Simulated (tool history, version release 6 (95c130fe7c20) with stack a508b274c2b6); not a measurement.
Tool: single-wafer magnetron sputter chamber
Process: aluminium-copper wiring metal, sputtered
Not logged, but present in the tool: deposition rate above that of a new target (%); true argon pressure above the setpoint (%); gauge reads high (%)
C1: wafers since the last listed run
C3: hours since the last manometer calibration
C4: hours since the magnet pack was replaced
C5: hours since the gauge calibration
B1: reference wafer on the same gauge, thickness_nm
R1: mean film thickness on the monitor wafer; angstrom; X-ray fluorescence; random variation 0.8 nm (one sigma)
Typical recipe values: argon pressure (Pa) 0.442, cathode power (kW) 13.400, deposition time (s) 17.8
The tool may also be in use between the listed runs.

{"run": 1, "day": 0.0, "argon pressure (Pa)": 0.442, "cathode power (kW)": 13.4, "deposition time (s)": 17.8, "C1": 0, "wafers on the sputter target": 5635, "C3": 1284.2, "C4": 3664.4, "C5": 1044.4, "B1": 320.182, "R1": 3890.16}
{"day": 0.217, "done": "gauge calibrated"}
{"run": 2, "day": 2.633, "argon pressure (Pa)": 0.442, "cathode power (kW)": 13.4, "deposition time (s)": 20.6, "C1": 1022, "wafers on the sputter target": 6657, "C3": 1347.4, "C4": 3727.6, "C5": 58.0, "B1": 319.996, "R1": 4485.28}
{"day": 4.579, "done": "sputter target and shields replaced"}
{"run": 3, "day": 5.238, "argon pressure (Pa)": 0.442, "cathode power (kW)": 13.4, "deposition time (s)": 20.6, "C1": 881, "wafers on the sputter target": 255, "C3": 1409.9, "C4": 3790.1, "C5": 120.5, "B1": 320.137, "R1": 4503.2}
{"run": 4, "day": 8.058, "argon pressure (Pa)": 0.442, "cathode power (kW)": 13.4, "deposition time (s)": 17.8, "C1": 1095, "wafers on the sputter target": 1351, "C3": 1477.6, "C4": 3857.8, "C5": 188.2, "B1": 320.008, "R1": 3889.78}
{"run": 5, "day": 9.508, "argon pressure (Pa)": 0.442, "cathode power (kW)": 13.4, "deposition time (s)": 17.8, "C1": 562, "wafers on the sputter target": 1914, "C3": 1512.4, "C4": 3892.6, "C5": 223.0, "B1": 319.978, "R1": 3887.21}
{"run": 6, "day": 11.896, "argon pressure (Pa)": 0.442, "cathode power (kW)": 13.4, "deposition time (s)": 17.8, "C1": 926, "wafers on the sputter target": 2840, "C3": 1569.7, "C4": 3949.9, "C5": 280.3, "B1": 320.145, "R1": 3890.17}
{"run": 7, "day": 13.288, "argon pressure (Pa)": 0.442, "cathode power (kW)": 13.4, "deposition time (s)": 17.8, "C1": 540, "wafers on the sputter target": 3381, "C3": 1603.1, "C4": 3983.3, "C5": 313.7, "B1": 319.955, "R1": 3884.01}
{"run": 8, "day": 16.167, "argon pressure (Pa)": 0.442, "cathode power (kW)": 13.4, "deposition time (s)": 17.8, "C1": 1117, "wafers on the sputter target": 4499, "C3": 1672.2, "C4": 4052.4, "C5": 382.8, "B1": 320.008, "R1": 3887.02}
{"day": 17.629, "done": "capacitance manometer re-zeroed and calibrated"}
{"run": 9, "day": 18.296, "argon pressure (Pa)": 0.442, "cathode power (kW)": 12.15, "deposition time (s)": 17.8, "C1": 697, "wafers on the sputter target": 5196, "C3": 16.0, "C4": 4103.5, "C5": 433.9, "B1": 319.792, "R1": 3517.72}
{"run": 10, "day": 20.108, "argon pressure (Pa)": 0.442, "cathode power (kW)": 12.15, "deposition time (s)": 17.8, "C1": 703, "wafers on the sputter target": 5899, "C3": 59.5, "C4": 4147.0, "C5": 477.4, "B1": 320.08, "R1": 3514.6}
{"day": 22.292, "done": "sputter target and shields replaced"}
{"run": 11, "day": 22.85, "argon pressure (Pa)": 0.442, "cathode power (kW)": 12.15, "deposition time (s)": 17.8, "C1": 934, "wafers on the sputter target": 217, "C3": 125.3, "C4": 4212.8, "C5": 543.2, "B1": 319.905, "R1": 3503.61}
{"run": 12, "day": 24.208, "argon pressure (Pa)": 0.527, "cathode power (kW)": 13.4, "deposition time (s)": 17.8, "C1": 527, "wafers on the sputter target": 744, "C3": 157.9, "C4": 4245.4, "C5": 575.8, "B1": 319.795, "R1": 3725.81}
{"run": 13, "day": 26.3, "argon pressure (Pa)": 0.527, "cathode power (kW)": 13.4, "deposition time (s)": 17.8, "C1": 812, "wafers on the sputter target": 1556, "C3": 208.1, "C4": 4295.6, "C5": 626.0, "B1": 319.949, "R1": 3720.71}
{"run": 14, "day": 29.267, "argon pressure (Pa)": 0.369, "cathode power (kW)": 15.05, "deposition time (s)": 17.8, "C1": 1151, "wafers on the sputter target": 2708, "C3": 279.3, "C4": 4366.8, "C5": 697.2, "B1": 319.951, "R1": 4518.28}
{"run": 15, "day": 31.012, "argon pressure (Pa)": 0.369, "cathode power (kW)": 13.4, "deposition time (s)": 17.8, "C1": 677, "wafers on the sputter target": 3386, "C3": 321.2, "C4": 4408.7, "C5": 739.1, "B1": 319.936, "R1": 4020.17}
{"run": 16, "day": 33.742, "argon pressure (Pa)": 0.504, "cathode power (kW)": 13.4, "deposition time (s)": 19.5, "C1": 1059, "wafers on the sputter target": 4445, "C3": 386.7, "C4": 4474.2, "C5": 804.6, "B1": 320.111, "R1": 4115.07}
{"run": 17, "day": 35.283, "argon pressure (Pa)": 0.291, "cathode power (kW)": 16.1, "deposition time (s)": 17.8, "C1": 598, "wafers on the sputter target": 5044, "C3": 423.7, "C4": 4511.2, "C5": 841.6, "B1": 319.916, "R1": 5022.3}
{"run": 18, "day": 38.192, "argon pressure (Pa)": 0.494, "cathode power (kW)": 10.2, "deposition time (s)": 15.4, "C1": 1129, "wafers on the sputter target": 6173, "C3": 493.5, "C4": 4581.0, "C5": 911.4, "B1": 320.218, "R1": 2500.37}
{"run": 19, "day": 39.808, "argon pressure (Pa)": 0.271, "cathode power (kW)": 12.2, "deposition time (s)": 19.2, "C1": 627, "wafers on the sputter target": 6801, "C3": 532.3, "C4": 4619.8, "C5": 950.2, "B1": 319.985, "R1": 4149.0}
{"day": 40.858, "done": "sputter target and shields replaced"}
{"run": 20, "day": 41.704, "argon pressure (Pa)": 0.369, "cathode power (kW)": 13.4, "deposition time (s)": 17.8, "C1": 606, "wafers on the sputter target": 328, "C3": 577.8, "C4": 4665.3, "C5": 995.7, "B1": 320.107, "R1": 4009.86}
{"day": 42.104, "done": "gauge calibrated"}
{"run": 21, "day": 43.771, "argon pressure (Pa)": 0.33, "cathode power (kW)": 13.4, "deposition time (s)": 16.1, "C1": 802, "wafers on the sputter target": 1130, "C3": 627.4, "C4": 4714.9, "C5": 40.0, "B1": 320.005, "R1": 3693.35}
{"day": 45.954, "done": "magnet pack replaced"}
{"run": 22, "day": 46.221, "argon pressure (Pa)": 0.269, "cathode power (kW)": 14.45, "deposition time (s)": 17.8, "C1": 821, "wafers on the sputter target": 1952, "C3": 686.2, "C4": 6.4, "C5": 98.8, "B1": 319.909, "R1": 4573.21}
{"run": 23, "day": 48.508, "argon pressure (Pa)": 0.524, "cathode power (kW)": 16.15, "deposition time (s)": 18.9, "C1": 888, "wafers on the sputter target": 2840, "C3": 741.1, "C4": 61.3, "C5": 153.7, "B1": 319.712, "R1": 4766.18}
{"run": 24, "day": 50.604, "argon pressure (Pa)": 0.442, "cathode power (kW)": 13.4, "deposition time (s)": 17.8, "C1": 813, "wafers on the sputter target": 3654, "C3": 791.4, "C4": 111.6, "C5": 204.0, "B1": 320.021, "R1": 3876.46}
{"run": 25, "day": 52.158, "argon pressure (Pa)": 0.365, "cathode power (kW)": 13.4, "deposition time (s)": 17.8, "C1": 603, "wafers on the sputter target": 4257, "C3": 828.7, "C4": 148.9, "C5": 241.3, "B1": 320.189, "R1": 4029.74}
{"run": 26, "day": 54.096, "argon pressure (Pa)": 0.442, "cathode power (kW)": 16.15, "deposition time (s)": 19.8, "C1": 752, "wafers on the sputter target": 5009, "C3": 875.2, "C4": 195.4, "C5": 287.8, "B1": 320.017, "R1": 5188.61}
{"run": 27, "day": 55.488, "argon pressure (Pa)": 0.28, "cathode power (kW)": 12.1, "deposition time (s)": 16.6, "C1": 540, "wafers on the sputter target": 5550, "C3": 908.6, "C4": 228.8, "C5": 321.2, "B1": 319.831, "R1": 3540.76}
{"day": 56.346, "done": "sputter target and shields replaced"}
{"run": 28, "day": 57.104, "argon pressure (Pa)": 0.442, "cathode power (kW)": 13.4, "deposition time (s)": 17.8, "C1": 498, "wafers on the sputter target": 293, "C3": 947.4, "C4": 267.6, "C5": 360.0, "B1": 320.208, "R1": 3879.38}
{"run": 29, "day": 62.396, "argon pressure (Pa)": 0.384, "cathode power (kW)": 15.15, "deposition time (s)": 17.8, "C1": 2054, "wafers on the sputter target": 2348, "C3": 1074.4, "C4": 394.6, "C5": 487.0, "B1": 319.879, "R1": 4506.31}
{"run": 30, "day": 63.438, "argon pressure (Pa)": 0.442, "cathode power (kW)": 15.45, "deposition time (s)": 17.8, "C1": 404, "wafers on the sputter target": 2752, "C3": 1099.4, "C4": 419.6, "C5": 512.0, "B1": 319.723, "R1": 4483.92}
{"run": 31, "day": 65.096, "argon pressure (Pa)": 0.442, "cathode power (kW)": 13.4, "deposition time (s)": 17.8, "C1": 643, "wafers on the sputter target": 3396, "C3": 1139.2, "C4": 459.4, "C5": 551.8, "B1": 319.929, "R1": 3888.7}
{"run": 32, "day": 66.379, "argon pressure (Pa)": 0.442, "cathode power (kW)": 11.9, "deposition time (s)": 17.8, "C1": 498, "wafers on the sputter target": 3894, "C3": 1170.0, "C4": 490.2, "C5": 582.6, "B1": 320.145, "R1": 3448.89}
{"run": 33, "day": 68.346, "argon pressure (Pa)": 0.376, "cathode power (kW)": 14.9, "deposition time (s)": 17.8, "C1": 763, "wafers on the sputter target": 4658, "C3": 1217.2, "C4": 537.4, "C5": 629.8, "B1": 319.975, "R1": 4444.88}
{"run": 34, "day": 69.7, "argon pressure (Pa)": 0.442, "cathode power (kW)": 13.4, "deposition time (s)": 17.8, "C1": 525, "wafers on the sputter target": 5184, "C3": 1249.7, "C4": 569.9, "C5": 662.3, "B1": 319.903, "R1": 3893.09}
{"run": 35, "day": 71.662, "argon pressure (Pa)": 0.442, "cathode power (kW)": 13.4, "deposition time (s)": 15.3, "C1": 761, "wafers on the sputter target": 5946, "C3": 1296.8, "C4": 617.0, "C5": 709.4, "B1": 319.968, "R1": 3342.28}

How the hidden state differs across the entries between the runs, from the last listed run before each to the first after it:
From run 1 to run 2: gauge calibrated (day 0.217)
  no difference in the tool's unlogged condition between these two runs
From run 2 to run 3: sputter target and shields replaced (day 4.579)
  no difference in the tool's unlogged condition between these two runs
From run 8 to run 9: capacitance manometer re-zeroed and calibrated (day 17.629)
  no difference in the tool's unlogged condition between these two runs
From run 10 to run 11: sputter target and shields replaced (day 22.292)
  no difference in the tool's unlogged condition between these two runs
From run 19 to run 20: sputter target and shields replaced (day 40.858)
  no difference in the tool's unlogged condition between these two runs
From run 20 to run 21: gauge calibrated (day 42.104)
  no difference in the tool's unlogged condition between these two runs
From run 21 to run 22: magnet pack replaced (day 45.954)
  no difference in the tool's unlogged condition between these two runs
From run 27 to run 28: sputter target and shields replaced (day 56.346)
  no difference in the tool's unlogged condition between these two runs

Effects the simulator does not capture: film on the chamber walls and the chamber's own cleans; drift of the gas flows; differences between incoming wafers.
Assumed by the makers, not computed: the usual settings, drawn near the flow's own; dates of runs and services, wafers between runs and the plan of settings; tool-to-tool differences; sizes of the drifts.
